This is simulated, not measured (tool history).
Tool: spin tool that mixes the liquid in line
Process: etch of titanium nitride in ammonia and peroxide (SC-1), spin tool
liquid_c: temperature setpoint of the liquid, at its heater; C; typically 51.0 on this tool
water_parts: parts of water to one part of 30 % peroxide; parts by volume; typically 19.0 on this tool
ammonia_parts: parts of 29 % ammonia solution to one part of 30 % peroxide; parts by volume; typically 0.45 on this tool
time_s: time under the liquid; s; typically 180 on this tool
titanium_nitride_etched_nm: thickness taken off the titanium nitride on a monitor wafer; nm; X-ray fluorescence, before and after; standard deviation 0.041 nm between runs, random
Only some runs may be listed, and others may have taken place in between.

run	hour	liquid_c	water_parts	ammonia_parts	time_s	wafers since the last listed run	hours since the thermometer was replaced	hours since the ammonia flow meter was replaced	hours since the heated supply line was repaired	hours since the drum of ammonia solution was connected	hours since the gauge calibration	read-back film thickness of the titanium nitride reference wafer, read on the same gauge (nm)	titanium_nitride_etched_nm
1	0.0	51.0	19.0	0.45	180	0	2624.6	886.1	2468.7	66.4	364.3	140.01	4.83
2	9.9	41.0	12.5	0.45	210	57	2634.5	896.0	2478.6	76.3	374.2	140.01	3.45
3	20.6	51.0	19.0	0.45	180	61	2645.2	906.7	2489.3	87.0	384.9	139.99	4.81
4	38.4	51.0	27.5	0.45	180	102	2663.0	924.5	2507.1	104.8	402.7	140.01	3.89
5	45.9	43.5	19.0	0.45	80	43	2670.5	932.0	2514.6	112.3	410.2	140.03	1.26
6	54.5	51.0	19.0	0.45	180	49	2679.1	940.6	2523.2	120.9	418.8	140.02	4.82
# hour 64.3: thermometer replaced
7	70.2	45.5	19.0	0.45	180	84	5.9	956.3	2538.9	136.6	434.5	140.02	3.23
# hour 74.0: gauge calibrated
8	107.6	46.5	28.0	0.45	180	216	43.3	993.7	2576.3	174.0	33.6	139.98	2.80
9	123.4	45.5	19.0	0.45	100	91	59.1	1009.5	2592.1	189.8	49.4	140.01	1.80
10	134.1	51.0	14.0	0.45	210	61	69.8	1020.2	2602.8	200.5	60.1	140.01	6.62
11	145.7	45.5	19.0	0.45	255	67	81.4	1031.8	2614.4	212.1	71.7	139.98	4.53
# hour 147.5: ammonia flow meter replaced
12	159.0	51.0	19.0	0.35	180	71	94.7	11.5	2627.7	225.4	85.0	140.01	4.55
13	175.6	51.0	19.0	0.60	180	95	111.3	28.1	2644.3	242.0	101.6	139.99	5.08
14	185.5	51.0	23.0	0.45	270	57	121.2	38.0	2654.2	251.9	111.5	139.99	6.47
15	198.9	48.0	19.0	0.40	180	77	134.6	51.4	2667.6	265.3	124.9	139.97	3.78
16	212.0	43.0	19.0	0.45	180	75	147.7	64.5	2680.7	278.4	138.0	140.02	2.64
17	218.7	44.0	19.0	0.45	180	38	154.4	71.2	2687.4	285.1	144.7	139.97	2.82
# hour 230.6: heated supply line repaired
18	231.9	51.0	19.0	0.45	180	70	167.6	84.4	1.3	298.3	157.9	139.97	6.00
19	247.5	44.0	9.5	0.45	180	90	183.2	100.0	16.9	313.9	173.5	140.00	5.36
20	263.6	51.0	26.0	0.45	180	92	199.3	116.1	33.0	330.0	189.6	140.00	5.01
21	273.8	51.0	19.0	0.65	180	58	209.5	126.3	43.2	340.2	199.8	139.98	6.42
22	287.8	51.0	19.0	0.50	180	80	223.5	140.3	57.2	354.2	213.8	139.99	6.08
23	303.8	54.0	19.0	0.45	180	92	239.5	156.3	73.2	370.2	229.8	140.01	7.36
24	311.1	51.0	19.0	0.45	180	42	246.8	163.6	80.5	377.5	237.1	140.00	5.99
# hour 352.3: new drum of ammonia solution connected
25	363.6	53.5	23.0	0.45	180	297	299.3	216.1	133.0	11.3	289.6	140.04	6.42

3 options for the next run, each taken on its own from the tool as it stands now. Forecast them:
A	364.1	47.0	19.0	0.45	180	2	299.8	216.6	133.5	11.8	290.1	?	?
B	364.1	51.0	19.0	0.45	120	2	299.8	216.6	133.5	11.8	290.1	?	?
C	364.1	51.0	16.0	0.55	135	2	299.8	216.6	133.5	11.8	290.1	?	?

run	read-back film thickness of the titanium nitride reference wafer, read on the same gauge (nm)	titanium_nitride_etched_nm
A	139.99	4.52
B	139.99	3.99
C	139.99	5.13
Had the tool no hidden state, the same runs would have come out as:
run	titanium_nitride_etched_nm
A	4.73
B	4.17
C	5.36
